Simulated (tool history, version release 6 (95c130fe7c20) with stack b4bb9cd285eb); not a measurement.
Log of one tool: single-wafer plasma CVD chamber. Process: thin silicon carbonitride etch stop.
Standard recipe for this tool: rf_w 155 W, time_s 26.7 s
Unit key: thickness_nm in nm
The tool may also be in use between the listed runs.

run	hour	rf_w	time_s	read-back reference wafer on the same gauge, thickness_nm	thickness_nm
1	0.0	155	26.7	15.093	13.917
2	13.1	155	26.7	15.114	13.973
3	28.4	155	26.7	15.109	13.937
4	57.7	155	26.7	15.099	13.997
5	76.4	155	26.7	15.120	13.891
6	93.3	155	26.7	15.113	13.879
7	117.8	155	26.7	15.108	13.975
8	143.6	155	26.7	15.098	13.914
9	160.4	155	26.7	15.104	13.865
# hour 163.0: gauge calibrated
10	172.7	155	26.7	15.098	13.955
11	198.1	140	26.7	15.109	13.144
12	228.4	155	26.7	15.093	13.859
13	245.8	155	26.7	15.119	13.824
# hour 268.5: showerhead replaced, of another model than before
# hour 298.7: thermocouple changed; heater temperature recalibrated
14	299.2	155	26.7	15.086	13.319
15	329.6	175	28.2	15.091	15.534
16	353.3	175	28.2	15.104	15.454
17	384.0	185	24.1	15.113	13.813
18	418.4	180	30.0	15.111	16.793
19	440.4	165	22.3	15.072	11.710
20	467.1	165	31.4	15.124	16.557
# hour 488.9: RF generator calibrated
21	494.4	185	26.7	15.094	16.503
# hour 505.1: gauge calibrated
22	508.7	155	24.6	15.106	13.292
23	544.1	175	25.0	15.085	14.718
24	559.1	155	26.7	15.101	14.385
25	590.4	175	23.6	15.093	13.915
26	617.5	155	26.7	15.106	14.218

Predict the results of run 27:
27	645.9	155	30.1	?	?

For run 27 the tool returned read-back reference wafer on the same gauge, thickness_nm 15.097, thickness_nm 15.970 nm.
Take away the tool's hidden state, keep the run-to-run variation as it was, and the same run would have given thickness_nm 16.371 nm.

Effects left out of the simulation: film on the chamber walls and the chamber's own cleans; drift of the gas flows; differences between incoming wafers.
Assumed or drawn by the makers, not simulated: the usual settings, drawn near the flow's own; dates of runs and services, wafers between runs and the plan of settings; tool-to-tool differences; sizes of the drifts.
